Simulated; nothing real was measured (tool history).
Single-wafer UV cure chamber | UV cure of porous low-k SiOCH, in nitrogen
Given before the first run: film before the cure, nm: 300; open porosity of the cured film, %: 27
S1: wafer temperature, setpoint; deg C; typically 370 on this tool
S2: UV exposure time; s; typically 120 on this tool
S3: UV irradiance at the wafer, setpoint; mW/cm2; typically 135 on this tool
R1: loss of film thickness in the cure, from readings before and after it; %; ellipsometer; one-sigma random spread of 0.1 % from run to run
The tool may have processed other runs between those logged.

{"run": 1, "hour": 0.0, "S1": 370, "S2": 120, "S3": 135, "R1": 11.518}
{"run": 2, "hour": 35.2, "S1": 370, "S2": 120, "S3": 135, "R1": 11.462}
{"run": 3, "hour": 50.1, "S1": 370, "S2": 120, "S3": 135, "R1": 11.54}
{"run": 4, "hour": 71.0, "S1": 370, "S2": 120, "S3": 135, "R1": 11.486}
{"run": 5, "hour": 88.2, "S1": 384, "S2": 120, "S3": 135, "R1": 11.495}
{"run": 6, "hour": 122.8, "S1": 384, "S2": 120, "S3": 135, "R1": 11.615}
{"run": 7, "hour": 217.2, "S1": 356, "S2": 120, "S3": 135, "R1": 11.11}
{"run": 8, "hour": 242.9, "S1": 356, "S2": 120, "S3": 135, "R1": 11.275}
{"run": 9, "hour": 268.6, "S1": 370, "S2": 120, "S3": 135, "R1": 11.514}
{"run": 10, "hour": 282.4, "S1": 370, "S2": 120, "S3": 135, "R1": 11.42}
{"run": 11, "hour": 353.2, "S1": 370, "S2": 120, "S3": 135, "R1": 11.51}
{"run": 12, "hour": 376.8, "S1": 370, "S2": 120, "S3": 135, "R1": 11.61}
{"run": 13, "hour": 389.9, "S1": 370, "S2": 120, "S3": 135, "R1": 11.526}
{"run": 14, "hour": 418.0, "S1": 370, "S2": 120, "S3": 135, "R1": 11.366}
{"hour": 440.1, "done": "UV bulbs replaced"}
{"run": 15, "hour": 446.6, "S1": 370, "S2": 120, "S3": 123, "R1": 10.966}
{"run": 16, "hour": 506.5, "S1": 370, "S2": 120, "S3": 123, "R1": 11.078}
{"run": 17, "hour": 522.2, "S1": 376, "S2": 180, "S3": 156, "R1": 14.45}
{"run": 18, "hour": 534.3, "S1": 370, "S2": 75, "S3": 117, "R1": 8.553}
{"run": 19, "hour": 561.7, "S1": 370, "S2": 120, "S3": 135, "R1": 11.584}
{"hour": 576.8, "done": "quartz window cleaned"}
{"run": 20, "hour": 586.3, "S1": 370, "S2": 120, "S3": 135, "R1": 11.596}
{"run": 21, "hour": 607.6, "S1": 386, "S2": 150, "S3": 169, "R1": 13.833}
{"run": 22, "hour": 626.1, "S1": 370, "S2": 120, "S3": 146, "R1": 11.901}
{"run": 23, "hour": 655.0, "S1": 376, "S2": 50, "S3": 135, "R1": 7.381}
{"run": 24, "hour": 688.4, "S1": 370, "S2": 120, "S3": 171, "R1": 12.568}
{"run": 25, "hour": 715.0, "S1": 370, "S2": 160, "S3": 102, "R1": 11.416}
{"run": 26, "hour": 729.7, "S1": 386, "S2": 145, "S3": 107, "R1": 11.529}
{"run": 27, "hour": 761.8, "S1": 370, "S2": 120, "S3": 135, "R1": 11.376}
{"run": 28, "hour": 775.6, "S1": 370, "S2": 120, "S3": 135, "R1": 11.451}
{"run": 29, "hour": 799.7, "S1": 381, "S2": 85, "S3": 100, "R1": 8.521}
{"run": 30, "hour": 815.8, "S1": 365, "S2": 120, "S3": 157, "R1": 12.079}
{"run": 31, "hour": 849.8, "S1": 370, "S2": 120, "S3": 108, "R1": 10.218}
{"run": 32, "hour": 865.9, "S1": 370, "S2": 120, "S3": 115, "R1": 10.499}
{"run": 33, "hour": 888.1, "S1": 353, "S2": 55, "S3": 96, "R1": 5.973}

The tool's hidden state at each run:
lamp output below its setpoint, %: 0, the same for each run
transmission lost against a clean window, %: 0, the same for each run

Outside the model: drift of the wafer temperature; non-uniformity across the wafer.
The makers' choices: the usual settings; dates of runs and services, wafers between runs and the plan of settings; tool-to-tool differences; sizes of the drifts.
